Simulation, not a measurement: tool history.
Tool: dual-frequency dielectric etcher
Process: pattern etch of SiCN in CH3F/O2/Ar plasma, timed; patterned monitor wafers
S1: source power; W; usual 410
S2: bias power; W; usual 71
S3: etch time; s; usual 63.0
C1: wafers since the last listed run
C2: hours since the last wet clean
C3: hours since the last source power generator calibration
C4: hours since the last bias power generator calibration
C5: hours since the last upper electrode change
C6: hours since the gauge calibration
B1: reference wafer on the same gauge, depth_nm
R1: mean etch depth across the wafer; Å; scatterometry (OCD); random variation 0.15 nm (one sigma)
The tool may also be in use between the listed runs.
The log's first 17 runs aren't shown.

| run | hour | S1 | S2 | S3 | C1 | C2 | C3 | C4 | C5 | C6 | B1 | R1 |
|---|---|---|---|---|---|---|---|---|---|---|---|---|
| 18 | 423.9 | 410 | 71 | 76.0 | 150 | 204.6 | 195.7 | 193.4 | 298.9 | 454.5 | 20.91 | 292.0 |
| 19 | 455.3 | 410 | 71 | 63.0 | 357 | 236.0 | 227.1 | 224.8 | 330.3 | 485.9 | 20.85 | 238.6 |
| 20 | 479.6 | 370 | 88 | 70.0 | 276 | 260.3 | 251.4 | 249.1 | 354.6 | 510.2 | 20.84 | 272.0 |
|  | 480.2 | gauge calibrated |
| 21 | 499.0 | 470 | 71 | 53.0 | 220 | 279.7 | 270.8 | 268.5 | 374.0 | 18.8 | 21.29 | 217.6 |
| 22 | 511.7 | 380 | 61 | 72.0 | 144 | 292.4 | 283.5 | 281.2 | 386.7 | 31.5 | 21.26 | 260.3 |
| 23 | 528.3 | 410 | 86 | 63.0 | 188 | 309.0 | 300.1 | 297.8 | 403.3 | 48.1 | 21.31 | 259.4 |
| 24 | 559.2 | 340 | 71 | 72.5 | 351 | 339.9 | 331.0 | 328.7 | 434.2 | 79.0 | 21.23 | 256.9 |
| 25 | 578.5 | 380 | 61 | 72.0 | 219 | 359.2 | 350.3 | 348.0 | 453.5 | 98.3 | 21.20 | 261.0 |
| 26 | 600.8 | 500 | 71 | 44.5 | 253 | 381.5 | 372.6 | 370.3 | 475.8 | 120.6 | 21.21 | 188.2 |
| 27 | 619.4 | 410 | 71 | 63.0 | 211 | 400.1 | 391.2 | 388.9 | 494.4 | 139.2 | 21.23 | 245.4 |
| 28 | 632.1 | 470 | 54 | 78.5 | 144 | 412.8 | 403.9 | 401.6 | 507.1 | 151.9 | 21.16 | 296.2 |
| 29 | 656.5 | 410 | 71 | 63.0 | 277 | 437.2 | 428.3 | 426.0 | 531.5 | 176.3 | 21.17 | 243.5 |
| 30 | 676.7 | 370 | 84 | 69.0 | 229 | 457.4 | 448.5 | 446.2 | 551.7 | 196.5 | 21.12 | 271.5 |

4 ways to go on from here, each from the tool as it stands after run 30. What would each give?
| A | 677.1 | 410 | 71 | 63.0 | 4 | 457.8 | 448.9 | 446.6 | 552.1 | 196.9 | ? | ? |
| B | 677.1 | 410 | 60 | 54.5 | 4 | 457.8 | 448.9 | 446.6 | 552.1 | 196.9 | ? | ? |
| C | 677.1 | 380 | 78 | 49.5 | 4 | 457.8 | 448.9 | 446.6 | 552.1 | 196.9 | ? | ? |
| D | 677.1 | 410 | 80 | 55.5 | 4 | 457.8 | 448.9 | 446.6 | 552.1 | 196.9 | ? | ? |

| run | B1 | R1 |
|---|---|---|
| A | 21.12 | 242.9 |
| B | 21.12 | 199.0 |
| C | 21.12 | 190.5 |
| D | 21.12 | 222.7 |
Without the tool's hidden state the same runs would have given:
| run | R1 |
|---|---|
| A | 244.7 |
| B | 200.4 |
| C | 191.9 |
| D | 224.3 |
